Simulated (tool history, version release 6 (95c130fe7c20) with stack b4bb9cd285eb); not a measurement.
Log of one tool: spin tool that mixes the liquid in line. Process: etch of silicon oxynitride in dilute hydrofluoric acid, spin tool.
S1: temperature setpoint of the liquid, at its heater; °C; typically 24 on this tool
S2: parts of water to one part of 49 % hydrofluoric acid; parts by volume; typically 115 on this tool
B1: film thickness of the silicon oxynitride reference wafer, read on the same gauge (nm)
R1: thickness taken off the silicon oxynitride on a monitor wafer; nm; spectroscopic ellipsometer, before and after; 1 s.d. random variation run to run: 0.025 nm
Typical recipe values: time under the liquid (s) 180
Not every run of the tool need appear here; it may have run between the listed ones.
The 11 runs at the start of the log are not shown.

run 12 hour=128.5 | S1=24 S2=115 time_under_the_liquid_(s)=150 | B1=59.988 | R1=3.667
run 13 hour=140.8 | S1=24 S2=115 time_under_the_liquid_(s)=150 | B1=60.003 | R1=3.68
run 14 hour=151.5 | S1=24 S2=115 time_under_the_liquid_(s)=150 | B1=60.012 | R1=3.709
-- hour=160.4 hydrofluoric acid flow meter replaced
run 15 hour=160.9 | S1=22.5 S2=95 time_under_the_liquid_(s)=180 | B1=60.017 | R1=5.833
run 16 hour=167 | S1=19.5 S2=115 time_under_the_liquid_(s)=140 | B1=60.024 | R1=3.199
-- hour=183 thermometer replaced
run 17 hour=220 | S1=20.5 S2=170 time_under_the_liquid_(s)=115 | B1=59.994 | R1=1.787
run 18 hour=229.4 | S1=26.5 S2=80 time_under_the_liquid_(s)=265 | B1=60.015 | R1=12.355
run 19 hour=245.5 | S1=24 S2=115 time_under_the_liquid_(s)=180 | B1=59.981 | R1=5.054
run 20 hour=257.3 | S1=24 S2=165 time_under_the_liquid_(s)=120 | B1=60.002 | R1=2.256
-- hour=260.9 gauge calibrated
run 21 hour=272.9 | S1=19.5 S2=90 time_under_the_liquid_(s)=100 | B1=59.989 | R1=2.949
run 22 hour=280.6 | S1=24 S2=55 time_under_the_liquid_(s)=180 | B1=59.994 | R1=11.088
run 23 hour=296.4 | S1=22.5 S2=95 time_under_the_liquid_(s)=180 | B1=60.034 | R1=5.75
run 24 hour=306.1 | S1=27 S2=135 time_under_the_liquid_(s)=180 | B1=59.99 | R1=4.849
run 25 hour=318.6 | S1=27.5 S2=140 time_under_the_liquid_(s)=290 | B1=59.997 | R1=7.598
run 26 hour=331.7 | S1=22.5 S2=75 time_under_the_liquid_(s)=75 | B1=59.988 | R1=3.089
run 27 hour=347.1 | S1=25.5 S2=90 time_under_the_liquid_(s)=250 | B1=59.961 | R1=9.816
run 28 hour=359.7 | S1=22 S2=170 time_under_the_liquid_(s)=240 | B1=60.035 | R1=3.984
run 29 hour=374.1 | S1=24 S2=140 time_under_the_liquid_(s)=285 | B1=59.996 | R1=6.343
run 30 hour=391.9 | S1=24 S2=165 time_under_the_liquid_(s)=120 | B1=59.991 | R1=2.228
run 31 hour=403.1 | S1=28 S2=130 time_under_the_liquid_(s)=265 | B1=59.985 | R1=7.729
run 32 hour=412.5 | S1=20.5 S2=165 time_under_the_liquid_(s)=100 | B1=59.99 | R1=1.578

Predict each of these 5 candidate next runs independently; none follows another, all start after run 32:
run A hour=413 | S1=26.5 S2=115 time_under_the_liquid_(s)=180 | B1=? | R1=?
run B hour=413 | S1=24 S2=140 time_under_the_liquid_(s)=180 | B1=? | R1=?
run C hour=413 | S1=29 S2=85 time_under_the_liquid_(s)=110 | B1=? | R1=?
run D hour=413 | S1=24 S2=145 time_under_the_liquid_(s)=110 | B1=? | R1=?
run E hour=413 | S1=28.5 S2=60 time_under_the_liquid_(s)=250 | B1=? | R1=?

run=A B1=59.99 R1=5.603
run=B B1=59.99 R1=4.016
run=C B1=59.99 R1=5.346
run=D B1=59.99 R1=2.36
run=E B1=59.99 R1=17.256
The same runs, with their run-to-run variation unchanged, on a tool lacking any hidden condition would have given:
run=A R1=5.768
run=B R1=4.136
run=C R1=5.501
run=D R1=2.43
run=E R1=17.744
